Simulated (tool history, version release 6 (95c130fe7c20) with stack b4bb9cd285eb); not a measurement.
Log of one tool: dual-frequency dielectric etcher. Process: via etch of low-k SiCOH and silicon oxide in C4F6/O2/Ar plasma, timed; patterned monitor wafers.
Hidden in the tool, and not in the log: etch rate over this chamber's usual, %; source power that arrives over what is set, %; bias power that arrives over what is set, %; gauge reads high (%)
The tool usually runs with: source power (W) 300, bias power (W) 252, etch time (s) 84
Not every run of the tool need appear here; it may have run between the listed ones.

run,day,source power (W),bias power (W),etch time (s),wafers since the last listed run,hours since the last wet clean,hours since the last source power generator calibration,hours since the last bias power generator calibration,hours since the last upper electrode change,hours since the gauge calibration,"read-back reference wafer on the same gauge, depth_nm",mean etch depth across the wafer (angstrom)
1,0,250,252,84,0,261.4,4119.7,3332.1,5544.7,62.5,182,2049
2,1.275,250,252,84,245,292,4150.3,3362.7,5575.3,93.1,182,2045
3,2.617,250,252,84,258,324.2,4182.5,3394.9,5607.5,125.3,182.3,2045
4,3.554,300,252,84,180,346.7,4205,3417.4,5630,147.8,182.1,2191
5,4.762,300,252,84,232,375.7,4234,3446.4,5659,176.8,182,2194
6,5.775,300,252,84,195,400,4258.3,3470.7,5683.3,201.1,182.2,2189
7,6.554,300,252,84,150,418.7,4277,3489.4,5702,219.8,181.8,2178
8,7.192,300,204,84,122,434,4292.3,3504.7,5717.3,235.1,181.9,2104
9,7.842,300,204,84,125,449.6,4307.9,3520.3,5732.9,250.7,182.1,2107
10,9.721,300,252,84,362,494.7,4353,3565.4,5778,295.8,181.8,2192
# day 11.121: wet clean of the chamber
11,11.175,300,300,84,87,1.3,4387.9,3600.3,5812.9,330.7,182.1,2258
12,12.133,300,252,98.5,184,24.3,4410.9,3623.3,5835.9,353.7,181.9,2551
13,13.004,300,252,84,167,45.2,4431.8,3644.2,5856.8,374.6,181.9,2179

For run 14, what comes out?
# day 14.075: source power generator calibrated
14,14.375,300,252,84,232,78.1,7.2,3677.1,5889.7,407.5,?,?

{"run 14": {"read-back reference wafer on the same gauge, depth_nm": 182.1, "mean etch depth across the wafer (angstrom)": 2172}}
With the hidden condition absent and the run-to-run variation left alone, this run would have shown mean etch depth across the wafer (angstrom) 2163.
